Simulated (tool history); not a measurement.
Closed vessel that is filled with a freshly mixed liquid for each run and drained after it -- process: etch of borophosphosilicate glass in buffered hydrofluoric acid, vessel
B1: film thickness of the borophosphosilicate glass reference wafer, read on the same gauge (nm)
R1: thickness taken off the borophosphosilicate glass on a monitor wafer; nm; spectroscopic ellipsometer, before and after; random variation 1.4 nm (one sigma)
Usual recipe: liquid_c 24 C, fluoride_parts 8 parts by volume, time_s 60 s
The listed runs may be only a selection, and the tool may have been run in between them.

{"run": 1, "hour": 0.0, "liquid_c": 24, "fluoride_parts": 8, "time_s": 60, "B1": 100, "R1": 236.33}
{"run": 2, "hour": 81.8, "liquid_c": 24, "fluoride_parts": 8, "time_s": 60, "B1": 100.01, "R1": 236.94}
{"run": 3, "hour": 163.7, "liquid_c": 24, "fluoride_parts": 8, "time_s": 60, "B1": 100, "R1": 233.85}
{"run": 4, "hour": 247.2, "liquid_c": 24, "fluoride_parts": 5.5, "time_s": 60, "B1": 100, "R1": 333.39}
{"run": 5, "hour": 285.7, "liquid_c": 24, "fluoride_parts": 5.5, "time_s": 60, "B1": 99.99, "R1": 335.62}
{"run": 6, "hour": 333.7, "liquid_c": 24, "fluoride_parts": 5.5, "time_s": 60, "B1": 100.01, "R1": 335.45}
{"run": 7, "hour": 371.5, "liquid_c": 24, "fluoride_parts": 8, "time_s": 60, "B1": 100, "R1": 237.15}
{"run": 8, "hour": 458.0, "liquid_c": 24, "fluoride_parts": 8, "time_s": 60, "B1": 100, "R1": 232.81}
{"run": 9, "hour": 501.8, "liquid_c": 24, "fluoride_parts": 8, "time_s": 60, "B1": 99.98, "R1": 234.46}
{"run": 10, "hour": 605.3, "liquid_c": 24, "fluoride_parts": 8, "time_s": 60, "B1": 100, "R1": 231.96}
{"run": 11, "hour": 645.5, "liquid_c": 24, "fluoride_parts": 8, "time_s": 60, "B1": 100, "R1": 232.48}
{"run": 12, "hour": 752.7, "liquid_c": 25.5, "fluoride_parts": 8, "time_s": 60, "B1": 100.01, "R1": 269.7}
{"run": 13, "hour": 822.8, "liquid_c": 24, "fluoride_parts": 8, "time_s": 60, "B1": 100.01, "R1": 249.57}
{"run": 14, "hour": 1020.3, "liquid_c": 24, "fluoride_parts": 8, "time_s": 60, "B1": 100.03, "R1": 244.63}
{"run": 15, "hour": 1079.4, "liquid_c": 24, "fluoride_parts": 6, "time_s": 40, "B1": 100.02, "R1": 218.4}
{"run": 16, "hour": 1161.4, "liquid_c": 24, "fluoride_parts": 8, "time_s": 60, "B1": 100, "R1": 247.18}
{"run": 17, "hour": 1269.4, "liquid_c": 25.5, "fluoride_parts": 6, "time_s": 90, "B1": 100.01, "R1": 532.06}
{"run": 18, "hour": 1327.6, "liquid_c": 24, "fluoride_parts": 6.5, "time_s": 60, "B1": 100.02, "R1": 300.52}
{"run": 19, "hour": 1384.2, "liquid_c": 24, "fluoride_parts": 8, "time_s": 60, "B1": 100.02, "R1": 245.23}
{"run": 20, "hour": 1471.3, "liquid_c": 24, "fluoride_parts": 8, "time_s": 60, "B1": 100, "R1": 245.83}
{"run": 21, "hour": 1526.3, "liquid_c": 20, "fluoride_parts": 6.5, "time_s": 45, "B1": 99.98, "R1": 181.8}
{"run": 22, "hour": 1612.8, "liquid_c": 20, "fluoride_parts": 10, "time_s": 35, "B1": 100.02, "R1": 94.18}
{"run": 23, "hour": 1652.2, "liquid_c": 26.5, "fluoride_parts": 6.5, "time_s": 70, "B1": 99.99, "R1": 396.63}
{"run": 24, "hour": 1752.7, "liquid_c": 28.5, "fluoride_parts": 7, "time_s": 30, "B1": 100.03, "R1": 179.79}
{"run": 25, "hour": 1845.3, "liquid_c": 27.5, "fluoride_parts": 8, "time_s": 60, "B1": 100.01, "R1": 290.93}
{"run": 26, "hour": 1945.1, "liquid_c": 24, "fluoride_parts": 8, "time_s": 60, "B1": 100.01, "R1": 241.93}
{"run": 27, "hour": 2038.4, "liquid_c": 25.5, "fluoride_parts": 9.5, "time_s": 85, "B1": 99.99, "R1": 314.96}
{"run": 28, "hour": 2092.8, "liquid_c": 19, "fluoride_parts": 8, "time_s": 30, "B1": 100, "R1": 91.05}
{"run": 29, "hour": 2220.6, "liquid_c": 27, "fluoride_parts": 8, "time_s": 40, "B1": 100, "R1": 188.19}
{"run": 30, "hour": 2280.8, "liquid_c": 24, "fluoride_parts": 8, "time_s": 90, "B1": 100, "R1": 356.17}
{"run": 31, "hour": 2321.8, "liquid_c": 24, "fluoride_parts": 8, "time_s": 60, "B1": 99.99, "R1": 236.25}

Not shown: 5 entries that the log had between the listed runs. Between which runs, and how does the tool's hidden state differ before and after?
Run 7 -> run 8: hydrofluoric acid flow meter replaced (hour 436.2)
  liquid colder than its thermometer reads (K): 1.39 -> 1.43
  what was measured, less what the result would be without the hidden state, R1: -18.5 -> -18.7 nm
Run 11 -> run 12: thermometer replaced (hour 671.5)
  liquid colder than its thermometer reads (K): 1.52 -> 0.249
  what was measured, less what the result would be without the hidden state, R1: -19.9 -> -3.62 nm
Run 15 -> run 16: gauge calibrated (hour 1149.5)
  liquid colder than its thermometer reads (K): 0.409 -> 0.449
  what was measured, less what the result would be without the hidden state, R1: -4.86 -> -6.06 nm
Run 19 -> run 20: hydrofluoric acid flow meter replaced (hour 1403.4)
  liquid colder than its thermometer reads (K): 0.558 -> 0.6
  what was measured, less what the result would be without the hidden state, R1: -7.52 -> -8.08 nm
Run 30 -> run 31: hydrofluoric acid flow meter replaced (hour 2289.6)
  liquid colder than its thermometer reads (K): 0.996 -> 1.02
  what was measured, less what the result would be without the hidden state, R1: -19.75 -> -13.37 nm
